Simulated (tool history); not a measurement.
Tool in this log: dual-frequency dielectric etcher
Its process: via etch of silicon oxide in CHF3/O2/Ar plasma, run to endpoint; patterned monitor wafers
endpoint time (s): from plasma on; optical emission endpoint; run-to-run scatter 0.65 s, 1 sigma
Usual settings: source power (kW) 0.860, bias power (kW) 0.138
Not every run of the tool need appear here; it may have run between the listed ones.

run,hour,source power (kW),bias power (kW),wafers since the last listed run,hours since the last wet clean,hours since the last source power generator calibration,hours since the last bias power generator calibration,hours since the last upper electrode change,"incoming incoming film thickness, nm",endpoint time (s)
1,0.0,0.860,0.138,0,538.9,3817.0,3216.3,2592.5,447.4,224.6
2,10.1,0.860,0.138,33,549.0,3827.1,3226.4,2602.6,448.4,226.4
3,17.4,0.860,0.138,24,556.3,3834.4,3233.7,2609.9,445.5,225.6
4,30.2,0.860,0.112,42,569.1,3847.2,3246.5,2622.7,449.8,239.2
5,46.3,0.860,0.138,52,585.2,3863.3,3262.6,2638.8,446.8,225.6
6,54.7,0.860,0.138,27,593.6,3871.7,3271.0,2647.2,447.9,225.8
# hour 87.4: upper electrode replaced
7,87.9,0.970,0.138,30,626.8,3904.9,3304.2,0.5,453.0,219.4
8,88.3,0.970,0.138,1,627.2,3905.3,3304.6,0.9,449.0,217.7
# hour 115.4: wet clean of the chamber
9,115.9,0.860,0.138,11,0.5,3932.9,3332.2,28.5,446.5,215.1
10,116.3,0.640,0.138,1,0.9,3933.3,3332.6,28.9,453.4,247.4
11,119.2,0.670,0.121,9,3.8,3936.2,3335.5,31.8,446.0,245.4
# hour 126.4: source power generator calibrated
12,131.5,0.860,0.138,27,16.1,5.1,3347.8,44.1,445.6,215.6
13,139.5,0.860,0.147,26,24.1,13.1,3355.8,52.1,442.2,210.7
# hour 150.6: bias power generator calibrated
14,151.1,0.970,0.107,24,35.7,24.7,0.5,63.7,449.3,221.7
15,163.7,0.860,0.138,41,48.3,37.3,13.1,76.3,443.9,215.3
16,180.2,0.990,0.106,54,64.8,53.8,29.6,92.8,454.0,221.6
17,192.5,0.760,0.172,40,77.1,66.1,41.9,105.1,448.7,216.4

Below are 4 alternative next runs, each starting from the tool's condition after run 17. Predict each:
A,193.0,0.860,0.138,1,77.6,66.6,42.4,105.6,446.7,?
B,193.0,0.740,0.152,1,77.6,66.6,42.4,105.6,446.7,?
C,193.0,0.720,0.123,1,77.6,66.6,42.4,105.6,446.7,?
D,193.0,0.700,0.152,1,77.6,66.6,42.4,105.6,446.7,?

run,endpoint time (s)
A,218.9
B,226.5
C,241.1
D,231.4
Without the tool's unlogged condition, the same runs would have read:
run,endpoint time (s)
A,216.4
B,223.9
C,238.3
D,228.7
